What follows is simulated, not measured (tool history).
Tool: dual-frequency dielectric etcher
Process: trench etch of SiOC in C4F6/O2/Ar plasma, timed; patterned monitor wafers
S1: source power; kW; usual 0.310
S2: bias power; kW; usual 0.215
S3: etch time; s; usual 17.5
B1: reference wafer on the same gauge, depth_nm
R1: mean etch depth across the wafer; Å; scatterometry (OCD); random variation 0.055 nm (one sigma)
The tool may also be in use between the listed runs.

run	day	S1	S2	S3	B1	R1
1	0.000	0.310	0.215	17.5	43.09	358.1
2	1.329	0.310	0.215	17.5	43.10	357.0
3	2.225	0.310	0.215	17.5	43.07	356.8
4	3.692	0.310	0.215	17.5	43.10	357.4
5	5.050	0.370	0.215	17.5	43.11	380.4
6	6.842	0.370	0.215	17.5	43.10	389.6
7	7.233	0.310	0.215	17.5	43.10	365.3
8	8.750	0.310	0.215	17.5	43.10	365.1
9	9.462	0.390	0.199	17.5	43.09	383.8
10	10.492	0.230	0.244	21.0	43.10	414.7
11	11.838	0.310	0.180	17.5	43.08	338.9
12	12.392	0.340	0.215	16.0	43.09	345.0
13	13.475	0.310	0.215	21.0	43.11	437.4
14	17.075	0.310	0.193	19.5	43.09	388.1
15	18.371	0.310	0.215	17.5	43.10	362.7
16	19.246	0.370	0.215	20.0	43.10	440.8

Not shown: 5 entries that the log had between the listed runs. Between which runs, and how does the tool's hidden state differ before and after?
Between runs 5 and 6: bias power generator calibrated (day 6.267); wet clean of the chamber (day 6.821)
  etch rate over this chamber's usual, %: -1.02 -> -0.0209; bias power that arrives over what is set, %: -4.04 -> -0.158
  measured less the result without the state, R1: -10.3 -> -0.3 Å
Between runs 7 and 8: gauge calibrated (day 7.533); source power generator calibrated (day 8.729)
  etch rate over this chamber's usual, %: -0.0444 -> -0.135; bias power that arrives over what is set, %: -0.159 -> -0.163
  measured less the result without the state, R1: -0.4 -> -0.7 Å
Between runs 10 and 11: upper electrode replaced (day 11.817)
  etch rate over this chamber's usual, %: -0.24 -> -0.32; bias power that arrives over what is set, %: -0.174 -> -0.186
  measured less the result without the state, R1: -1.3 -> -1.3 Å
